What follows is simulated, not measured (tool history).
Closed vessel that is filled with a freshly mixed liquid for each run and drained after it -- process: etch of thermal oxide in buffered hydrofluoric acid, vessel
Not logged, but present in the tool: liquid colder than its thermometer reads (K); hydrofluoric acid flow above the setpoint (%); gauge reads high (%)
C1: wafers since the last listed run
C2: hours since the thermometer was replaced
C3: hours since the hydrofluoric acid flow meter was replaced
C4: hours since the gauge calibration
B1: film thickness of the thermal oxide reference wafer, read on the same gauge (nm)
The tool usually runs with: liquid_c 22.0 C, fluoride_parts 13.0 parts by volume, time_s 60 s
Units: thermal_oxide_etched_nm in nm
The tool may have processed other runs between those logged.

Run 1, hour 0.0: usual settings; C1 0; C2 2478.9; C3 1637.4; C4 411.6; B1 150.00. Result: thermal_oxide_etched_nm 43.47 nm.
Run 2, hour 30.3: usual settings; C1 3155; C2 2509.2; C3 1667.7; C4 441.9; B1 149.99. Result: thermal_oxide_etched_nm 43.60 nm.
Run 3, hour 49.1: usual settings but time_s 75 s; C1 1957; C2 2528.0; C3 1686.5; C4 460.7; B1 150.00. Result: thermal_oxide_etched_nm 54.47 nm.
Run 4, hour 65.0: usual settings but time_s 75 s; C1 1655; C2 2543.9; C3 1702.4; C4 476.6; B1 150.01. Result: thermal_oxide_etched_nm 54.28 nm.
Run 5, hour 172.0: usual settings but liquid_c 26.0 C; C1 11141; C2 2650.9; C3 1809.4; C4 583.6; B1 150.03. Result: thermal_oxide_etched_nm 53.46 nm.
Run 6, hour 252.0: usual settings but liquid_c 26.0 C; C1 8330; C2 2730.9; C3 1889.4; C4 663.6; B1 150.01. Result: thermal_oxide_etched_nm 53.55 nm.
Run 7, hour 283.4: usual settings but fluoride_parts 10.0 parts by volume; C1 3269; C2 2762.3; C3 1920.8; C4 695.0; B1 150.01. Result: thermal_oxide_etched_nm 55.38 nm.
Run 8, hour 314.3: usual settings but fluoride_parts 10.0 parts by volume; C1 3217; C2 2793.2; C3 1951.7; C4 725.9; B1 150.02. Result: thermal_oxide_etched_nm 55.64 nm.
Run 9, hour 329.8: usual settings; C1 1613; C2 2808.7; C3 1967.2; C4 741.4; B1 150.00. Result: thermal_oxide_etched_nm 42.89 nm.
Run 10, hour 362.4: usual settings; C1 3394; C2 2841.3; C3 1999.8; C4 774.0; B1 150.00. Result: thermal_oxide_etched_nm 43.08 nm.
Run 11, hour 375.8: usual settings; C1 1395; C2 2854.7; C3 2013.2; C4 787.4; B1 150.00. Result: thermal_oxide_etched_nm 42.84 nm.
Run 12, hour 392.7: usual settings but fluoride_parts 16.0 parts by volume; C1 1759; C2 2871.6; C3 2030.1; C4 804.3; B1 149.99. Result: thermal_oxide_etched_nm 34.86 nm.
At hour 395.3: gauge calibrated.
Run 13, hour 420.7: usual settings; C1 2915; C2 2899.6; C3 2058.1; C4 25.4; B1 150.00. Result: thermal_oxide_etched_nm 42.64 nm.
Run 14, hour 433.6: usual settings; C1 1343; C2 2912.5; C3 2071.0; C4 38.3; B1 150.00. Result: thermal_oxide_etched_nm 42.49 nm.
At hour 435.8: thermometer replaced.
At hour 460.2: hydrofluoric acid flow meter replaced.
Run 15, hour 537.7: usual settings; C1 10631; C2 101.9; C3 77.5; C4 142.4; B1 150.00. Result: thermal_oxide_etched_nm 47.83 nm.
Run 16, hour 554.9: usual settings; C1 1790; C2 119.1; C3 94.7; C4 159.6; B1 149.99. Result: thermal_oxide_etched_nm 48.50 nm.
Run 17, hour 574.2: usual settings but fluoride_parts 10.0 parts by volume; C1 2009; C2 138.4; C3 114.0; C4 178.9; B1 150.00. Result: thermal_oxide_etched_nm 62.23 nm.
Run 18, hour 604.4: usual settings; C1 3144; C2 168.6; C3 144.2; C4 209.1; B1 149.99. Result: thermal_oxide_etched_nm 47.81 nm.
Run 19, hour 639.3: usual settings but liquid_c 26.0 C, fluoride_parts 14.5 parts by volume, time_s 45 s; C1 3634; C2 203.5; C3 179.1; C4 244.0; B1 150.01. Result: thermal_oxide_etched_nm 40.29 nm.
Run 20, hour 660.1: usual settings; C1 2165; C2 224.3; C3 199.9; C4 264.8; B1 150.00. Result: thermal_oxide_etched_nm 47.68 nm.
Run 21, hour 684.6: usual settings but fluoride_parts 15.0 parts by volume; C1 2551; C2 248.8; C3 224.4; C4 289.3; B1 149.98. Result: thermal_oxide_etched_nm 41.56 nm.
Run 22, hour 709.0: usual settings; C1 2540; C2 273.2; C3 248.8; C4 313.7; B1 150.01. Result: thermal_oxide_etched_nm 47.94 nm.
Run 23, hour 740.9: usual settings but liquid_c 27.0 C, fluoride_parts 16.0 parts by volume, time_s 80 s; C1 3321; C2 305.1; C3 280.7; C4 345.6; B1 149.99. Result: thermal_oxide_etched_nm 67.84 nm.
Run 24, hour 764.7: usual settings but liquid_c 23.5 C, time_s 85 s; C1 2478; C2 328.9; C3 304.5; C4 369.4; B1 149.99. Result: thermal_oxide_etched_nm 73.34 nm.
Run 25, hour 794.2: usual settings but liquid_c 23.5 C, fluoride_parts 8.5 parts by volume, time_s 40 s; C1 3071; C2 358.4; C3 334.0; C4 398.9; B1 150.01. Result: thermal_oxide_etched_nm 50.86 nm.
Run 26, hour 825.1: usual settings but liquid_c 26.0 C, fluoride_parts 14.5 parts by volume, time_s 45 s; C1 3217; C2 389.3; C3 364.9; C4 429.8; B1 150.01. Result: thermal_oxide_etched_nm 40.11 nm.
Run 27, hour 853.9: usual settings but liquid_c 20.0 C, fluoride_parts 16.5 parts by volume, time_s 75 s; C1 2998; C2 418.1; C3 393.7; C4 458.6; B1 150.00. Result: thermal_oxide_etched_nm 41.83 nm.
Run 28, hour 866.1: usual settings but fluoride_parts 15.5 parts by volume; C1 1270; C2 430.3; C3 405.9; C4 470.8; B1 150.00. Result: thermal_oxide_etched_nm 39.70 nm.
Run 29, hour 901.7: usual settings but liquid_c 17.5 C, time_s 50 s; C1 3706; C2 465.9; C3 441.5; C4 506.4; B1 150.01. Result: thermal_oxide_etched_nm 30.39 nm.
Run 30, hour 935.8: usual settings but liquid_c 20.0 C; C1 3550; C2 500.0; C3 475.6; C4 540.5; B1 149.99. Result: thermal_oxide_etched_nm 42.13 nm.
Run 31, hour 952.1: usual settings; C1 1697; C2 516.3; C3 491.9; C4 556.8; B1 149.98. Result: thermal_oxide_etched_nm 46.92 nm.
Run 32, hour 969.6: usual settings but fluoride_parts 17.0 parts by volume, time_s 50 s; C1 1822; C2 533.8; C3 509.4; C4 574.3; B1 150.00. Result: thermal_oxide_etched_nm 30.23 nm.

Below, each run's measurement less what the same run would have read without the hidden state. Both values contain the same run-to-run variation, but the gauge's scatter may not be the same in both:
run  thermal_oxide_etched_nm
  1                    -5.75
  2                    -5.86
  3                    -7.35
  4                    -7.38
  5                    -7.38
  6                    -7.59
  7                    -8.17
  8                    -8.28
  9                    -6.44
 10                    -6.53
 11                    -6.52
 12                    -5.35
 13                    -6.60
 14                    -6.60
 15                    -1.15
 16                    -1.20
 17                    -1.61
 18                    -1.28
 19                    -1.13
 20                    -1.42
 21                    -1.28
 22                    -1.54
 23                    -2.19
 24                    -2.50
 25                    -1.81
 26                    -1.46
 27                    -1.66
 28                    -1.57
 29                    -1.30
 30                    -1.82
 31                    -2.05
 32                    -1.34

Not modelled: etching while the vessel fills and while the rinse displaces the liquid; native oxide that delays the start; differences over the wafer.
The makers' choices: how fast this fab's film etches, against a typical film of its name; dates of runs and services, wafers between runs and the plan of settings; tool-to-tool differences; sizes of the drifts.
